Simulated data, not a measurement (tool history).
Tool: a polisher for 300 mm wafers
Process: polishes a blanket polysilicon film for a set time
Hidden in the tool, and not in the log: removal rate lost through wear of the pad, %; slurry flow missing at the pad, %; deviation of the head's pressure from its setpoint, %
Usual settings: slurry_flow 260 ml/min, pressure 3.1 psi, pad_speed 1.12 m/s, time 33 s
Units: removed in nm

| run | hour | slurry_flow | pressure | pad_speed | time | wafers since the last listed run | wafers polished on this pad | hours since the slurry nozzle was cleaned | hours since the head pressure was calibrated | incoming thickness of the incoming film, nm | removed |
|---|---|---|---|---|---|---|---|---|---|---|---|
| 1 | 0.0 | 260 | 3.1 | 0.88 | 33 | 0 | 705 | 167.8 | 712.1 | 945.4 | 278.1 |
| 2 | 34.1 | 260 | 3.1 | 0.88 | 33 | 257 | 963 | 201.9 | 746.2 | 954.4 | 282.0 |
| 3 | 83.5 | 260 | 3.6 | 1.12 | 33 | 373 | 1337 | 251.3 | 795.6 | 951.5 | 373.9 |
| 4 | 110.4 | 260 | 3.1 | 1.12 | 33 | 203 | 1540 | 278.2 | 822.5 | 944.1 | 317.4 |
|  | 156.9 | head pressure recalibrated |
|  | 216.3 | worn pad replaced by a new one |
| 5 | 255.8 | 260 | 3.1 | 1.12 | 33 | 1054 | 298 | 423.6 | 98.9 | 935.3 | 324.1 |
| 6 | 281.3 | 260 | 3.1 | 1.12 | 33 | 192 | 491 | 449.1 | 124.4 | 961.4 | 314.0 |
| 7 | 318.3 | 260 | 3.1 | 1.24 | 33 | 279 | 771 | 486.1 | 161.4 | 944.2 | 338.3 |
| 8 | 361.2 | 260 | 3.1 | 1.24 | 33 | 324 | 1095 | 529.0 | 204.3 | 931.2 | 334.7 |
|  | 394.5 | slurry nozzle cleaned |
| 9 | 395.0 | 260 | 3.1 | 1.12 | 33 | 248 | 1343 | 0.5 | 238.1 | 934.0 | 334.3 |
| 10 | 445.3 | 260 | 3.1 | 1.12 | 33 | 380 | 1724 | 50.8 | 288.4 | 957.9 | 324.7 |
| 11 | 482.2 | 260 | 3.1 | 1.12 | 33 | 279 | 2003 | 87.7 | 325.3 | 951.4 | 324.6 |
|  | 496.6 | worn pad replaced by a new one |
| 12 | 513.0 | 260 | 3.1 | 1.12 | 33 | 202 | 123 | 118.5 | 356.1 | 944.4 | 330.9 |
| 13 | 546.4 | 260 | 3.1 | 1.12 | 33 | 252 | 376 | 151.9 | 389.5 | 955.6 | 325.2 |
| 14 | 576.1 | 260 | 3.1 | 1.12 | 33 | 224 | 600 | 181.6 | 419.2 | 941.1 | 318.1 |
| 15 | 627.2 | 260 | 3.1 | 1.12 | 40 | 386 | 987 | 232.7 | 470.3 | 956.6 | 387.6 |
| 16 | 687.5 | 195 | 3.9 | 1.12 | 43 | 455 | 1443 | 293.0 | 530.6 | 945.7 | 494.9 |
| 17 | 746.2 | 310 | 3.1 | 1.00 | 33 | 443 | 1887 | 351.7 | 589.3 | 942.7 | 300.4 |
|  | 798.5 | worn pad replaced by a new one |
| 18 | 805.3 | 310 | 3.1 | 1.00 | 33 | 416 | 51 | 410.8 | 648.4 | 953.8 | 296.3 |
|  | 848.2 | slurry nozzle cleaned |
| 19 | 856.5 | 260 | 3.1 | 1.12 | 33 | 379 | 430 | 8.3 | 699.6 | 942.2 | 332.8 |
| 20 | 911.7 | 180 | 3.1 | 1.12 | 33 | 417 | 848 | 63.5 | 754.8 | 939.5 | 312.6 |
|  | 913.8 | head pressure recalibrated |
| 21 | 967.5 | 260 | 3.1 | 1.30 | 33 | 406 | 1254 | 119.3 | 53.7 | 949.4 | 360.9 |
| 22 | 1006.5 | 340 | 3.1 | 1.12 | 36 | 294 | 1549 | 158.3 | 92.7 | 963.5 | 363.3 |
| 23 | 1042.6 | 260 | 3.1 | 1.12 | 33 | 272 | 1822 | 194.4 | 128.8 | 949.2 | 316.9 |
|  | 1117.1 | worn pad replaced by a new one |
| 24 | 1117.6 | 260 | 3.4 | 1.12 | 36 | 536 | 3 | 269.4 | 203.8 | 951.9 | 382.1 |
| 25 | 1165.3 | 260 | 2.0 | 1.12 | 33 | 360 | 364 | 317.1 | 251.5 | 960.7 | 207.3 |
| 26 | 1217.0 | 260 | 3.1 | 1.12 | 33 | 390 | 755 | 368.8 | 303.2 | 971.9 | 315.0 |
| 27 | 1277.7 | 260 | 3.1 | 1.12 | 33 | 459 | 1214 | 429.5 | 363.9 | 945.9 | 317.5 |
| 28 | 1307.1 | 200 | 2.7 | 1.22 | 26 | 222 | 1436 | 458.9 | 393.3 | 943.4 | 217.7 |
|  | 1382.4 | worn pad replaced by a new one |
| 29 | 1390.7 | 225 | 3.5 | 1.12 | 38 | 601 | 62 | 542.5 | 476.9 | 962.8 | 400.6 |

The same runs without the tool's hidden state, with the same run-to-run variation:
| run | removed |
|---|---|
| 1 | 287.1 |
| 2 | 292.3 |
| 3 | 389.4 |
| 4 | 331.2 |
| 5 | 340.8 |
| 6 | 330.5 |
| 7 | 356.3 |
| 8 | 352.8 |
| 9 | 336.0 |
| 10 | 329.9 |
| 11 | 332.1 |
| 12 | 340.4 |
| 13 | 336.2 |
| 14 | 330.2 |
| 15 | 404.7 |
| 16 | 525.1 |
| 17 | 314.4 |
| 18 | 310.8 |
| 19 | 334.3 |
| 20 | 319.0 |
| 21 | 370.1 |
| 22 | 372.4 |
| 23 | 328.2 |
| 24 | 398.5 |
| 25 | 216.9 |
| 26 | 330.5 |
| 27 | 333.9 |
| 28 | 231.6 |
| 29 | 425.0 |
